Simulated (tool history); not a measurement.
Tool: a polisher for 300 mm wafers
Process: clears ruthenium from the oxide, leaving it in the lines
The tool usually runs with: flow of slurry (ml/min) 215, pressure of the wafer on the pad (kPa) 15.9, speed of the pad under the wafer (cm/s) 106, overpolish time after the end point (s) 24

run    hour  flow of slurry (ml/min)  pressure of the wafer on the pad (kPa)  speed of the pad under the wafer (cm/s)  overpolish time after the end point (s)  incoming thickness of the incoming film, nm  time until the end point was called (s)
  1       0                      215                                    15.9                                      118                                       18                                        141.4                                     91.8
       60.1  -- head pressure recalibrated
  2      71                      215                                    15.9                                      118                                       18                                        138.6                                     86.8
  3   155.9                      215                                    15.9                                      106                                       24                                        140.7                                     97.2
        164  -- worn pad replaced by a new one
  4   205.2                      215                                    15.9                                      106                                       24                                        140.7                                       99
  5     274                      215                                    15.9                                      106                                       24                                        141.7                                     99.9
        400  -- slurry nozzle cleaned
      531.1  -- worn pad replaced by a new one
  6   546.8                      180                                    11.7                                      106                                       24                                        139.8                                    129.7
  7   635.3                      180                                    11.7                                      106                                       24                                        138.2                                    133.7
      694.3  -- head pressure recalibrated
  8   721.7                      180                                    11.7                                      106                                       24                                          139                                    129.1
  9   768.3                      215                                    15.9                                      106                                       19                                        140.1                                      100
 10   847.3                      215                                    15.9                                      106                                       19                                        140.2                                    101.2
 11   905.3                      215                                    15.9                                      106                                       24                                        142.3                                    100.4
      970.5  -- worn pad replaced by a new one
 12   981.6                      215                                      20                                      106                                       24                                        140.5                                     81.1
 13  1082.9                      275                                    10.3                                      142                                       24                                        139.1                                    104.1
       1161  -- slurry nozzle cleaned
       1225  -- head pressure recalibrated
 14  1295.2                      215                                    15.9                                      106                                       24                                        140.6                                    101.1
     1379.4  -- worn pad replaced by a new one
 15  1606.8                      215                                    15.9                                      142                                       17                                        139.1                                     73.1
 16  1679.3                      240                                    11.7                                      126                                       32                                          139                                    107.3
 17  1722.7                      215                                    15.9                                      106                                       10                                        141.5                                     97.5
     1783.7  -- head pressure recalibrated
 18  1798.5                      215                                    15.9                                      106                                       24                                        142.2                                    103.8
       1814  -- worn pad replaced by a new one
 19  1866.4                      265                                    15.9                                      106                                       24                                          141                                     96.8
     1906.7  -- slurry nozzle cleaned
 20  1907.2                      215                                    15.9                                      106                                       24                                        141.3                                      100
 21  1957.2                      215                                    15.9                                       92                                       24                                        138.5                                    115.2
 22  2060.9                      215                                    15.9                                      106                                       10                                        140.7                                    100.3

Here are 4 independent what-if runs from the current tool condition. What would each one return?
  A  2061.4                      245                                    15.9                                      106                                       24                                        137.7                                        ?
  B  2061.4                      215                                    17.2                                      130                                       24                                        137.7                                        ?
  C  2061.4                      260                                    20.7                                       84                                       30                                        137.7                                        ?
  D  2061.4                      215                                    15.9                                      140                                       24                                        137.7                                        ?

run  time until the end point was called (s)
  A                                     99.8
  B                                     76.7
  C                                     99.3
  D                                     76.5
With no hidden state in the tool, these same runs would have given:
run  time until the end point was called (s)
  A                                     99.8
  B                                     76.7
  C                                     99.3
  D                                     76.5

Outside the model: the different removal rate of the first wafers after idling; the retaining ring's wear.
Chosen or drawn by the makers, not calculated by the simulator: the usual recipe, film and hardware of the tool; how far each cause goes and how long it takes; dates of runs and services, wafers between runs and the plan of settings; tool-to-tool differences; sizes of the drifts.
